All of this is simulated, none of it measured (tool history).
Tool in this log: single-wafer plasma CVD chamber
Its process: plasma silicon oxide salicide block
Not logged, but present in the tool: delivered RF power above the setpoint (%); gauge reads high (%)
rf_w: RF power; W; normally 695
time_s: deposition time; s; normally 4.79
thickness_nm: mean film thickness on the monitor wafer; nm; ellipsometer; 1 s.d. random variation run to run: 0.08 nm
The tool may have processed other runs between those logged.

run   hour  rf_w  time_s  wafers since the last listed run  hours since the last RF generator calibration  hours since the showerhead was replaced  hours since the gauge calibration  read-back reference wafer on the same gauge, thickness_nm  thickness_nm
  1    0.0   610    4.27                                 0                                         1835.3                                   7538.5                               76.3                                                     44.382        45.652
  2    7.9   760    5.08                               240                                         1843.2                                   7546.4                               84.2                                                     44.394        58.100
  3   23.8   760    5.08                               483                                         1859.1                                   7562.3                              100.1                                                     44.389        58.371
  4   51.2   800    4.58                               833                                         1886.5                                   7589.7                              127.5                                                     44.394        53.331
  5   64.3   800    4.58                               398                                         1899.6                                   7602.8                              140.6                                                     44.402        53.429
  6   78.2   695    4.79                               422                                         1913.5                                   7616.7                              154.5                                                     44.395        53.442
  7   92.4   695    4.79                               432                                         1927.7                                   7630.9                              168.7                                                     44.383        53.353
  8   98.4   695    4.79                               182                                         1933.7                                   7636.9                              174.7                                                     44.393        53.331
  9  111.9   695    4.79                               410                                         1947.2                                   7650.4                              188.2                                                     44.386        53.498
 10  124.7   645    5.11                               389                                         1960.0                                   7663.2                              201.0                                                     44.408        55.588
     141.2  -- showerhead replaced
 11  141.7   645    5.11                               273                                         1977.0                                      0.5                              218.0                                                     44.382        55.485
 12  143.1   645    5.11                                42                                         1978.4                                      1.9                              219.4                                                     44.388        55.670
 13  159.5   740    4.79                               499                                         1994.8                                     18.3                              235.8                                                     44.413        54.414
 14  175.2   740    4.79                               477                                         2010.5                                     34.0                              251.5                                                     44.397        54.544
 15  189.6   560    4.32                               438                                         2024.9                                     48.4                              265.9                                                     44.406        44.941
 16  204.5   565    3.99                               453                                         2039.8                                     63.3                              280.8                                                     44.410        41.664
     210.3  -- gauge calibrated
     216.3  -- RF generator calibrated
 17  216.8   830    5.45                               130                                            0.5                                     75.6                                6.5                                                     44.384        64.084
 18  226.5   610    4.25                               295                                           10.2                                     85.3                               16.2                                                     44.392        45.398
 19  243.7   695    4.79                               523                                           27.4                                    102.5                               33.4                                                     44.426        53.360
 20  252.8   780    4.79                               276                                           36.5                                    111.6                               42.5                                                     44.414        55.363
 21  259.6   655    5.36                               206                                           43.3                                    118.4                               49.3                                                     44.391        58.579
 22  273.7   800    3.90                               429                                           57.4                                    132.5                               63.4                                                     44.408        45.452
 23  288.4   800    4.58                               447                                           72.1                                    147.2                               78.1                                                     44.396        53.497
 24  296.4   785    5.54                               243                                           80.1                                    155.2                               86.1                                                     44.409        64.170
 25  310.0   660    3.84                               413                                           93.7                                    168.8                               99.7                                                     44.403        42.079
 26  316.2   695    4.79                               188                                           99.9                                    175.0                              105.9                                                     44.391        53.375
 27  322.7   765    5.17                               197                                          106.4                                    181.5                              112.4                                                     44.405        59.241
 28  331.6   695    4.79                               270                                          115.3                                    190.4                              121.3                                                     44.399        53.357

Each row is a separate what-if for the run after 28, all from the same tool condition, not one after another. Results?
  A  332.0   695    4.79                                12                                          115.7                                    190.8                              121.7                                                          ?             ?
  B  332.0   795    4.25                                12                                          115.7                                    190.8                              121.7                                                          ?             ?
  C  332.0   765    4.41                                12                                          115.7                                    190.8                              121.7                                                          ?             ?

run  read-back reference wafer on the same gauge, thickness_nm  thickness_nm
  A                                                     44.420        53.409
  B                                                     44.420        49.463
  C                                                     44.420        50.701
Stripped of hidden state, with their random variation kept, the same runs would have yielded:
run  thickness_nm
  A        53.409
  B        49.463
  C        50.701
